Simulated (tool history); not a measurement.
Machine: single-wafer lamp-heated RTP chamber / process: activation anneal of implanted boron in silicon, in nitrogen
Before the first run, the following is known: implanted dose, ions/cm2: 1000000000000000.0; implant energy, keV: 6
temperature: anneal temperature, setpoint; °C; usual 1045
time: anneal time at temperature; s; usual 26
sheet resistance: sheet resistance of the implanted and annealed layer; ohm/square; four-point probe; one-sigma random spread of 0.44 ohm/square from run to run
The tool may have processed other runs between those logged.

run	hour	temperature	time	wafers since the last listed run	wafers since the last pyrometer calibration	wafers since the reflector plate was cleaned	hours since the gauge calibration	read-back reference wafer on the same gauge, sheet resistance	sheet resistance
1	0.0	1027	26	0	2086	2595	712.6	159.02	141.84
2	18.9	1027	26	269	2355	2865	731.5	158.87	142.08
3	63.1	1045	36	630	2986	3496	775.7	158.93	130.75
4	92.1	1045	36	413	3400	3910	804.7	159.11	130.31
5	124.4	1045	36	461	3861	4371	837.0	158.97	130.03
6	150.0	1024	14	365	4227	4736	862.6	158.87	149.18
# hour 169.1: pyrometer window cleaned and pyrometer calibrated
7	169.6	1024	14	165	7	4902	882.2	159.00	150.15
8	184.9	1045	26	218	225	5120	897.5	158.97	134.00
9	216.5	1045	26	451	676	5571	929.1	159.16	132.22
10	234.5	1045	26	256	933	5828	947.1	158.87	132.59
11	258.2	1062	17	338	1272	6166	970.8	158.96	131.65
12	273.4	1062	17	216	1489	6383	986.0	158.92	131.71
13	290.9	1062	17	249	1738	6633	1003.5	158.98	130.92
14	304.2	1045	37	189	1928	6823	1016.8	159.14	129.39
15	327.1	1045	26	326	2255	7150	1039.7	159.05	132.64
16	357.5	1045	26	433	2689	7584	1070.1	158.88	132.64
17	389.3	1045	26	453	3143	8038	1101.9	158.95	132.47
18	406.7	1045	26	248	3391	8286	1119.3	159.09	132.31
# hour 408.7: gauge calibrated
# hour 430.9: pyrometer window cleaned and pyrometer calibrated
19	438.4	1030	13	338	106	8625	29.7	159.10	146.86
# hour 519.4: reflector plate cleaned
20	535.8	1026	15	1276	1382	233	127.1	159.11	149.19
21	565.2	1060	37	419	1802	653	156.5	158.98	125.72
22	594.0	1045	33	411	2213	1064	185.3	159.16	131.11
23	621.5	1045	33	392	2605	1456	212.8	159.08	131.75
24	649.7	1062	17	402	3008	1859	241.0	158.88	132.40
# hour 674.5: pyrometer window cleaned and pyrometer calibrated
25	685.4	1034	26	395	155	2254	276.7	159.08	139.18
26	700.7	1030	12	218	373	2473	292.0	159.04	148.84
27	732.2	1060	37	449	823	2922	323.5	158.91	125.46
28	755.8	1029	37	336	1160	3259	347.1	158.94	137.76
29	790.6	1066	17	496	1656	3756	381.9	159.01	130.78
30	804.5	1032	18	198	1855	3955	395.8	158.80	143.21
31	818.2	1027	16	195	2050	4150	409.5	159.21	146.30
32	850.0	1045	26	453	2504	4604	441.3	159.01	133.44
33	868.8	1045	26	268	2773	4872	460.1	158.85	133.13
34	898.1	1035	36	418	3191	5291	489.4	158.77	133.57
35	921.4	1045	26	332	3524	5623	512.7	159.04	133.39
36	935.4	1055	19	199	3723	5823	526.7	159.01	132.30
# hour 947.7: pyrometer window cleaned and pyrometer calibrated
37	1024.7	1068	16	1160	1099	6984	616.0	158.90	131.01

Run by run, hidden condition taken away, random variation retained:
Hidden conditions of the tool in this case: true wafer temperature minus pyrometer reading, K; wafer temperature error from the tarnished reflector plate, K; gauge reads high (%).
run	sheet resistance
1	143.06
2	143.41
3	132.04
4	131.72
5	131.57
6	151.12
7	152.20
8	135.90
9	134.23
10	134.70
11	133.44
12	133.55
13	132.81
14	131.65
15	135.16
16	135.29
17	135.25
18	135.17
19	150.16
20	149.64
21	126.03
22	131.78
23	132.55
24	133.16
25	140.47
26	150.10
27	126.19
28	139.52
29	131.98
30	145.05
31	148.22
32	135.31
33	135.08
34	135.98
35	135.59
36	134.27
37	132.98
